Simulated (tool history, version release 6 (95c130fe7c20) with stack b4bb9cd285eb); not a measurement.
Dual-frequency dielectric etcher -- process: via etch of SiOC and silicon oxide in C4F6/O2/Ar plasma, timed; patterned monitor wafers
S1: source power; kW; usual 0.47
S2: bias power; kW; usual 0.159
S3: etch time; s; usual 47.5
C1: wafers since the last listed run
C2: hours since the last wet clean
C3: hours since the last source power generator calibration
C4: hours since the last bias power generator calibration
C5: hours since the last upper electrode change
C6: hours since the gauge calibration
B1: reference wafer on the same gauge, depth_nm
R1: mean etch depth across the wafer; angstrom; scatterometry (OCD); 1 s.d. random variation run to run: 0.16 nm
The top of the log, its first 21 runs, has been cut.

run,hour,S1,S2,S3,C1,C2,C3,C4,C5,C6,B1,R1
# hour 515.9: wet clean of the chamber
22,516.4,0.43,0.148,47.5,58,0.5,530.4,104.9,273.4,192.3,58.6,474
23,541.4,0.47,0.159,55,277,25.5,555.4,129.9,298.4,217.3,58.6,582
24,560.4,0.47,0.159,47.5,211,44.5,574.4,148.9,317.4,236.3,58.6,499
25,578,0.36,0.185,56,195,62.1,592,166.5,335,253.9,58.6,540
26,597.8,0.39,0.127,42,219,81.9,611.8,186.3,354.8,273.7,58.6,384
27,632.9,0.57,0.171,40.5,389,117,646.9,221.4,389.9,308.8,58.6,471
28,664.4,0.47,0.122,42.5,349,148.5,678.4,252.9,421.4,340.3,58.6,422
29,697.8,0.54,0.14,39.5,370,181.9,711.8,286.3,454.8,373.7,58.6,432
30,713.2,0.47,0.159,55.5,171,197.3,727.2,301.7,470.2,389.1,58.6,584

Each row is a separate what-if for the run after 30, all from the same tool condition, not one after another. Results?
A,713.6,0.47,0.159,61,4,197.7,727.6,302.1,470.6,389.5,?,?
B,713.6,0.56,0.135,54.5,4,197.7,727.6,302.1,470.6,389.5,?,?
C,713.6,0.43,0.198,58.5,4,197.7,727.6,302.1,470.6,389.5,?,?
D,713.6,0.54,0.14,47.5,4,197.7,727.6,302.1,470.6,389.5,?,?

run,B1,R1
A,58.6,643
B,58.6,600
C,58.6,624
D,58.6,519
With no hidden state in the tool, these same runs would have given:
run,R1
A,642
B,599
C,623
D,518
